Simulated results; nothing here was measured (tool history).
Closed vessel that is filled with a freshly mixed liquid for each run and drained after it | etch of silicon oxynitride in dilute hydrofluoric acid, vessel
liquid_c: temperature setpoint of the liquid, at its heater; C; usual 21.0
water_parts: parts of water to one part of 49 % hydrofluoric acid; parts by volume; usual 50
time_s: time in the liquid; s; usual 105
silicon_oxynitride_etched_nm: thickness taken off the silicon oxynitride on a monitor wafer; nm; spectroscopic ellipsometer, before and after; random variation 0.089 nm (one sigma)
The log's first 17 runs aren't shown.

run     day  liquid_c  water_parts  time_s  wafers since the last listed run  hours since the thermometer was replaced  hours since the hydrofluoric acid flow meter was replaced  hours since the gauge calibration  read-back film thickness of the silicon oxynitride reference wafer, read on the same gauge (nm)  silicon_oxynitride_etched_nm
 18  36.933      22.5           40     170                              5831                                     194.0                                                      402.3                              479.9                                                                                           110.01                         23.10
 19  38.996      19.5           50     105                              6414                                     243.5                                                      451.8                              529.4                                                                                           109.99                          9.88
 20  40.517      22.5           70     105                              4730                                     280.0                                                      488.3                              565.9                                                                                           110.00                          8.18
 21  42.183      21.0           40      90                              5183                                     320.0                                                      528.3                              605.9                                                                                           110.01                         11.41
 22  43.692      22.5           70     105                              4691                                     356.2                                                      564.5                              642.1                                                                                           109.99                          7.97
 23  45.238      21.0           50     105                              4807                                     393.3                                                      601.6                              679.2                                                                                           110.00                         10.63
 24  46.479      19.0           70      55                              3861                                     423.1                                                      631.4                              709.0                                                                                           110.00                          3.60
 25  49.454      21.0           50     105                              9253                                     494.5                                                      702.8                              780.4                                                                                           110.01                         10.79
 26  50.579      25.5           60     105                              3499                                     521.5                                                      729.8                              807.4                                                                                           110.00                         10.97
 27  51.812      17.5           50     105                              3835                                     551.1                                                      759.4                              837.0                                                                                           110.00                          9.05
     52.904  -- hydrofluoric acid flow meter replaced
 28  52.925      25.0           60     105                              3330                                     577.8                                                        0.5                              863.7                                                                                           110.01                         10.20
 29  55.321      19.0           50     155                              7451                                     635.3                                                       58.0                              921.2                                                                                           110.01                         13.87
 30  58.025      21.0           50     105                              8410                                     700.2                                                      122.9                              986.1                                                                                           109.99                         10.16
 31  59.192      21.0           50     130                              3628                                     728.2                                                      150.9                             1014.1                                                                                           109.99                         12.84
 32  62.188      25.0           65      85                              9317                                     800.1                                                      222.8                             1086.0                                                                                           110.02                          7.85

Forecast each of these 5 alternatives for the next run:
  A  62.217      21.0           50     105                                90                                     800.8                                                      223.5                             1086.7                                                                                                ?                             ?
  B  62.217      24.0           40     105                                90                                     800.8                                                      223.5                             1086.7                                                                                                ?                             ?
  C  62.217      21.0           35     105                                90                                     800.8                                                      223.5                             1086.7                                                                                                ?                             ?
  D  62.217      19.0           30      80                                90                                     800.8                                                      223.5                             1086.7                                                                                                ?                             ?
  E  62.217      24.5           50      40                                90                                     800.8                                                      223.5                             1086.7                                                                                                ?                             ?

run  read-back film thickness of the silicon oxynitride reference wafer, read on the same gauge (nm)  silicon_oxynitride_etched_nm
  A                                                                                           109.99                         10.45
  B                                                                                           109.99                         15.27
  C                                                                                           109.99                         15.08
  D                                                                                           109.99                         12.14
  E                                                                                           109.99                          4.73
Without the tool's hidden state the same runs would have given:
run  silicon_oxynitride_etched_nm
  A                         10.13
  B                         14.80
  C                         14.61
  D                         11.77
  E                          4.58
